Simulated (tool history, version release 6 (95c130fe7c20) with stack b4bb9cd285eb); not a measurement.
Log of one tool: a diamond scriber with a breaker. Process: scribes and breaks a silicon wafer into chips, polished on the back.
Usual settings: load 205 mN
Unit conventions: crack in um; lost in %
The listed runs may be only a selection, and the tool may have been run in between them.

run	hour	load	incoming depth of the damage left on the back of the incoming wafer, um	crack	lost
1	0.0	186	0.04	6.13	4.80
2	63.1	186	0.03	6.29	4.45
3	108.9	205	0.04	6.94	1.32
4	150.3	205	0.03	6.89	1.46
5	195.2	240	0.05	7.99	0.92
6	236.5	240	0.04	7.88	0.84
7	264.3	205	0.03	6.70	1.75
8	294.2	205	0.04	6.82	1.98
9	360.3	205	0.04	6.66	2.17
10	395.5	172	0.04	5.46	10.36
11	444.7	172	0.02	5.46	13.03
12	475.2	172	0.05	5.37	11.74
# hour 488.3: diamond tip replaced by a new one
13	537.2	205	0.01	7.45	0.42
14	598.5	179	0.02	6.43	3.70
15	631.3	255	0.03	9.09	5.12
16	693.0	150	0.03	5.05	17.50
17	728.6	205	0.03	7.42	0.47
18	755.4	182	0.01	6.41	3.53
19	801.2	266	0.03	9.55	6.35
# hour 804.5: load on the tip recalibrated
20	844.4	267	0.04	9.55	6.51
21	878.9	205	0.02	7.17	0.57
22	944.2	205	0.04	7.38	0.66
23	1002.8	156	0.04	5.18	14.57
24	1037.5	159	0.01	5.39	13.98

Below are 4 alternative next runs, each starting from the tool's condition after run 24. Predict each:
A	1038.0	205	0.02	?	?
B	1038.0	245	0.02	?	?
C	1038.0	237	0.02	?	?
D	1038.0	243	0.02	?	?

run	crack	lost
A	7.10	0.74
B	8.51	2.38
C	8.24	1.52
D	8.44	2.15
What these runs would have given with no unlogged condition in the tool:
run	crack	lost
A	7.48	0.42
B	8.97	4.26
C	8.68	3.02
D	8.89	3.93
